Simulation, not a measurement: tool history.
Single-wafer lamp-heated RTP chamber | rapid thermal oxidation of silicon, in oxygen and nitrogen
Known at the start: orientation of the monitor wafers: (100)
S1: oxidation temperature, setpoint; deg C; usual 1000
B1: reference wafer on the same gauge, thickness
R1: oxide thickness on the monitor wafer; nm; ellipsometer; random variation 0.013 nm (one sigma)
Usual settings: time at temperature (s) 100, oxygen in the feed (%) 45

{"run": 1, "hour": 0.0, "S1": 990, "time at temperature (s)": 100, "oxygen in the feed (%)": 45, "B1": 4.48, "R1": 5.016}
{"run": 2, "hour": 33.8, "S1": 990, "time at temperature (s)": 100, "oxygen in the feed (%)": 45, "B1": 4.481, "R1": 5.019}
{"run": 3, "hour": 78.7, "S1": 1000, "time at temperature (s)": 130, "oxygen in the feed (%)": 45, "B1": 4.483, "R1": 6.085}
{"run": 4, "hour": 119.0, "S1": 1000, "time at temperature (s)": 130, "oxygen in the feed (%)": 45, "B1": 4.484, "R1": 6.068}
{"hour": 165.5, "done": "pyrometer window cleaned and pyrometer calibrated"}
{"run": 5, "hour": 166.0, "S1": 1000, "time at temperature (s)": 130, "oxygen in the feed (%)": 45, "B1": 4.483, "R1": 6.002}
{"run": 6, "hour": 228.0, "S1": 1000, "time at temperature (s)": 100, "oxygen in the feed (%)": 45, "B1": 4.48, "R1": 5.343}
{"run": 7, "hour": 405.4, "S1": 1000, "time at temperature (s)": 100, "oxygen in the feed (%)": 45, "B1": 4.479, "R1": 5.362}
{"run": 8, "hour": 449.2, "S1": 1000, "time at temperature (s)": 100, "oxygen in the feed (%)": 45, "B1": 4.48, "R1": 5.364}
{"run": 9, "hour": 484.1, "S1": 1000, "time at temperature (s)": 100, "oxygen in the feed (%)": 45, "B1": 4.48, "R1": 5.369}
{"run": 10, "hour": 514.3, "S1": 1000, "time at temperature (s)": 100, "oxygen in the feed (%)": 45, "B1": 4.479, "R1": 5.35}
{"run": 11, "hour": 538.9, "S1": 1000, "time at temperature (s)": 100, "oxygen in the feed (%)": 45, "B1": 4.482, "R1": 5.37}
{"run": 12, "hour": 566.6, "S1": 1000, "time at temperature (s)": 100, "oxygen in the feed (%)": 45, "B1": 4.477, "R1": 5.375}
{"run": 13, "hour": 601.5, "S1": 1000, "time at temperature (s)": 100, "oxygen in the feed (%)": 45, "B1": 4.479, "R1": 5.392}
{"hour": 609.9, "done": "gauge calibrated"}
{"run": 14, "hour": 699.2, "S1": 1000, "time at temperature (s)": 100, "oxygen in the feed (%)": 45, "B1": 4.476, "R1": 5.377}
{"run": 15, "hour": 758.6, "S1": 1000, "time at temperature (s)": 100, "oxygen in the feed (%)": 45, "B1": 4.483, "R1": 5.412}
{"run": 16, "hour": 805.5, "S1": 1000, "time at temperature (s)": 121, "oxygen in the feed (%)": 45, "B1": 4.476, "R1": 5.855}
{"run": 17, "hour": 876.1, "S1": 973, "time at temperature (s)": 118, "oxygen in the feed (%)": 72, "B1": 4.482, "R1": 5.6}
{"run": 18, "hour": 916.1, "S1": 1000, "time at temperature (s)": 130, "oxygen in the feed (%)": 57, "B1": 4.483, "R1": 6.573}
{"run": 19, "hour": 1084.2, "S1": 1022, "time at temperature (s)": 100, "oxygen in the feed (%)": 45, "B1": 4.479, "R1": 6.344}
{"run": 20, "hour": 1114.2, "S1": 1000, "time at temperature (s)": 100, "oxygen in the feed (%)": 45, "B1": 4.473, "R1": 5.412}
{"run": 21, "hour": 1141.4, "S1": 990, "time at temperature (s)": 130, "oxygen in the feed (%)": 45, "B1": 4.482, "R1": 5.636}
{"run": 22, "hour": 1188.9, "S1": 1029, "time at temperature (s)": 126, "oxygen in the feed (%)": 29, "B1": 4.476, "R1": 6.297}
{"hour": 1224.1, "done": "oxygen flow controller replaced"}
{"run": 23, "hour": 1255.6, "S1": 1026, "time at temperature (s)": 128, "oxygen in the feed (%)": 19, "B1": 4.479, "R1": 5.367}
{"hour": 1292.2, "done": "pyrometer window cleaned and pyrometer calibrated"}
{"run": 24, "hour": 1311.3, "S1": 1026, "time at temperature (s)": 71, "oxygen in the feed (%)": 26, "B1": 4.478, "R1": 4.623}
{"run": 25, "hour": 1356.4, "S1": 1000, "time at temperature (s)": 100, "oxygen in the feed (%)": 45, "B1": 4.48, "R1": 5.344}
{"run": 26, "hour": 1421.8, "S1": 1021, "time at temperature (s)": 100, "oxygen in the feed (%)": 45, "B1": 4.479, "R1": 6.245}
{"run": 27, "hour": 1448.0, "S1": 1011, "time at temperature (s)": 100, "oxygen in the feed (%)": 53, "B1": 4.472, "R1": 6.148}
{"run": 28, "hour": 1496.2, "S1": 1000, "time at temperature (s)": 85, "oxygen in the feed (%)": 59, "B1": 4.48, "R1": 5.476}
{"run": 29, "hour": 1531.6, "S1": 1025, "time at temperature (s)": 70, "oxygen in the feed (%)": 57, "B1": 4.482, "R1": 5.952}
{"run": 30, "hour": 1567.1, "S1": 1000, "time at temperature (s)": 100, "oxygen in the feed (%)": 45, "B1": 4.487, "R1": 5.39}
{"run": 31, "hour": 1617.6, "S1": 1000, "time at temperature (s)": 100, "oxygen in the feed (%)": 45, "B1": 4.476, "R1": 5.39}

Hidden state or all else? Some run-to-run changes of R1, split into what the settings, what came in and random variation would give without the hidden state, and what is left for the hidden state (with any gauge scatter that isn't in both results):
The hidden state here: true wafer temperature minus pyrometer reading, K; deviation of the oxygen flow from its setpoint, %; gauge reads high (%).
Run 2 -> 3: S1 990 -> 1000, time at temperature (s) 100 -> 130. R1 +1.066 nm: hidden state +0.015, all else +1.051.
Run 4 -> 5: pyrometer window cleaned and pyrometer calibrated. R1 -0.066 nm: hidden state -0.069, all else +0.003.
Run 6 -> 7: no setting changed, nothing entered. R1 +0.019 nm: hidden state +0.02, all else -0.001.
Run 17 -> 18: S1 973 -> 1000, time at temperature (s) 118 -> 130, oxygen in the feed (%) 72 -> 57. R1 +0.973 nm: hidden state +0.011, all else +0.962.
Run 19 -> 20: S1 1022 -> 1000. R1 -0.932 nm: hidden state -0.01, all else -0.922.
Run 23 -> 24: time at temperature (s) 128 -> 71, oxygen in the feed (%) 19 -> 26, pyrometer window cleaned and pyrometer calibrated. R1 -0.744 nm: hidden state -0.048, all else -0.696.
